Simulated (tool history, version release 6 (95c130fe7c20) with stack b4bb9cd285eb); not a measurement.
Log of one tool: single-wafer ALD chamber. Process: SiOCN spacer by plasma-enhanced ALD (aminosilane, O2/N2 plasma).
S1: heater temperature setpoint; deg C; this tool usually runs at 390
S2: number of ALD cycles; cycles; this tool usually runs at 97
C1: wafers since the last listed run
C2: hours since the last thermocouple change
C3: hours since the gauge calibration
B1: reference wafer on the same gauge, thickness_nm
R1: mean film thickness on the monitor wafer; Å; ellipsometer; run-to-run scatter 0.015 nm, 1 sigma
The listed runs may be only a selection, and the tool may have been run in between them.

{"run": 1, "hour": 0.0, "S1": 390, "S2": 97, "C1": 0, "C2": 1342.5, "C3": 318.6, "B1": 5.304, "R1": 59.41}
{"run": 2, "hour": 23.3, "S1": 390, "S2": 97, "C1": 69, "C2": 1365.8, "C3": 341.9, "B1": 5.309, "R1": 59.47}
{"run": 3, "hour": 95.3, "S1": 390, "S2": 97, "C1": 214, "C2": 1437.8, "C3": 413.9, "B1": 5.312, "R1": 59.4}
{"run": 4, "hour": 128.9, "S1": 390, "S2": 97, "C1": 100, "C2": 1471.4, "C3": 447.5, "B1": 5.309, "R1": 59.48}
{"run": 5, "hour": 145.5, "S1": 390, "S2": 97, "C1": 49, "C2": 1488, "C3": 464.1, "B1": 5.313, "R1": 59.63}
{"run": 6, "hour": 171.5, "S1": 390, "S2": 97, "C1": 77, "C2": 1514, "C3": 490.1, "B1": 5.311, "R1": 59.48}
{"run": 7, "hour": 228.6, "S1": 390, "S2": 97, "C1": 170, "C2": 1571.1, "C3": 547.2, "B1": 5.308, "R1": 59.73}
{"run": 8, "hour": 295.2, "S1": 386, "S2": 97, "C1": 198, "C2": 1637.7, "C3": 613.8, "B1": 5.31, "R1": 59.46}
{"run": 9, "hour": 320.7, "S1": 386, "S2": 97, "C1": 76, "C2": 1663.2, "C3": 639.3, "B1": 5.307, "R1": 59.45}
{"run": 10, "hour": 348.3, "S1": 390, "S2": 104, "C1": 82, "C2": 1690.8, "C3": 666.9, "B1": 5.315, "R1": 63.91}
{"run": 11, "hour": 361.5, "S1": 390, "S2": 97, "C1": 39, "C2": 1704, "C3": 680.1, "B1": 5.312, "R1": 59.43}
{"run": 12, "hour": 379.7, "S1": 390, "S2": 97, "C1": 54, "C2": 1722.2, "C3": 698.3, "B1": 5.312, "R1": 59.45}
{"run": 13, "hour": 399.6, "S1": 390, "S2": 97, "C1": 59, "C2": 1742.1, "C3": 718.2, "B1": 5.313, "R1": 59.46}
{"run": 14, "hour": 427.3, "S1": 390, "S2": 97, "C1": 82, "C2": 1769.8, "C3": 745.9, "B1": 5.308, "R1": 59.53}
{"run": 15, "hour": 456.1, "S1": 400, "S2": 86, "C1": 85, "C2": 1798.6, "C3": 774.7, "B1": 5.309, "R1": 52.7}
{"run": 16, "hour": 478.8, "S1": 395, "S2": 93, "C1": 67, "C2": 1821.3, "C3": 797.4, "B1": 5.312, "R1": 56.89}
{"hour": 488.8, "done": "gauge calibrated"}
{"run": 17, "hour": 513.2, "S1": 395, "S2": 93, "C1": 102, "C2": 1855.7, "C3": 24.4, "B1": 5.313, "R1": 57.03}
{"hour": 537.0, "done": "thermocouple changed; heater temperature recalibrated"}
{"run": 18, "hour": 542.7, "S1": 387, "S2": 97, "C1": 64, "C2": 5.7, "C3": 53.9, "B1": 5.314, "R1": 59.58}
{"run": 19, "hour": 569.6, "S1": 396, "S2": 97, "C1": 80, "C2": 32.6, "C3": 80.8, "B1": 5.315, "R1": 59.5}
{"run": 20, "hour": 586.8, "S1": 383, "S2": 87, "C1": 51, "C2": 49.8, "C3": 98, "B1": 5.304, "R1": 53.34}
{"run": 21, "hour": 610.7, "S1": 382, "S2": 109, "C1": 71, "C2": 73.7, "C3": 121.9, "B1": 5.31, "R1": 66.62}
{"run": 22, "hour": 625.0, "S1": 404, "S2": 113, "C1": 42, "C2": 88, "C3": 136.2, "B1": 5.313, "R1": 68.83}
{"run": 23, "hour": 647.8, "S1": 397, "S2": 104, "C1": 68, "C2": 110.8, "C3": 159, "B1": 5.312, "R1": 63.56}
{"run": 24, "hour": 666.8, "S1": 390, "S2": 97, "C1": 56, "C2": 129.8, "C3": 178, "B1": 5.31, "R1": 59.35}
{"run": 25, "hour": 691.7, "S1": 385, "S2": 89, "C1": 74, "C2": 154.7, "C3": 202.9, "B1": 5.306, "R1": 54.46}
{"run": 26, "hour": 718.7, "S1": 385, "S2": 97, "C1": 80, "C2": 181.7, "C3": 229.9, "B1": 5.308, "R1": 59.48}
{"run": 27, "hour": 741.2, "S1": 397, "S2": 87, "C1": 67, "C2": 204.2, "C3": 252.4, "B1": 5.314, "R1": 53.38}
{"run": 28, "hour": 774.1, "S1": 404, "S2": 107, "C1": 98, "C2": 237.1, "C3": 285.3, "B1": 5.311, "R1": 65.32}
{"run": 29, "hour": 793.4, "S1": 390, "S2": 97, "C1": 57, "C2": 256.4, "C3": 304.6, "B1": 5.311, "R1": 59.53}
{"run": 30, "hour": 827.4, "S1": 399, "S2": 108, "C1": 101, "C2": 290.4, "C3": 338.6, "B1": 5.31, "R1": 66.47}
{"run": 31, "hour": 846.0, "S1": 390, "S2": 97, "C1": 55, "C2": 309, "C3": 357.2, "B1": 5.314, "R1": 59.7}
{"run": 32, "hour": 870.7, "S1": 396, "S2": 97, "C1": 73, "C2": 333.7, "C3": 381.9, "B1": 5.313, "R1": 59.82}
{"run": 33, "hour": 960.5, "S1": 390, "S2": 107, "C1": 267, "C2": 423.5, "C3": 471.7, "B1": 5.312, "R1": 65.77}
{"run": 34, "hour": 975.4, "S1": 384, "S2": 97, "C1": 44, "C2": 438.4, "C3": 486.6, "B1": 5.314, "R1": 59.55}
{"run": 35, "hour": 1001.1, "S1": 377, "S2": 82, "C1": 76, "C2": 464.1, "C3": 512.3, "B1": 5.311, "R1": 50.04}
{"run": 36, "hour": 1021.8, "S1": 403, "S2": 108, "C1": 61, "C2": 484.8, "C3": 533, "B1": 5.312, "R1": 65.96}
{"run": 37, "hour": 1035.7, "S1": 390, "S2": 108, "C1": 41, "C2": 498.7, "C3": 546.9, "B1": 5.312, "R1": 66.23}
{"run": 38, "hour": 1062.6, "S1": 390, "S2": 88, "C1": 80, "C2": 525.6, "C3": 573.8, "B1": 5.312, "R1": 53.97}
{"run": 39, "hour": 1076.1, "S1": 381, "S2": 79, "C1": 40, "C2": 539.1, "C3": 587.3, "B1": 5.307, "R1": 48.36}

Hidden condition of the tool, last listed run before each entry between runs versus first listed run after:
After run 16, before run 17: gauge calibrated (hour 488.8)
  no difference in the tool's unlogged condition between these two runs
After run 17, before run 18: thermocouple changed; heater temperature recalibrated (hour 537)
  no difference in the tool's unlogged condition between these two runs
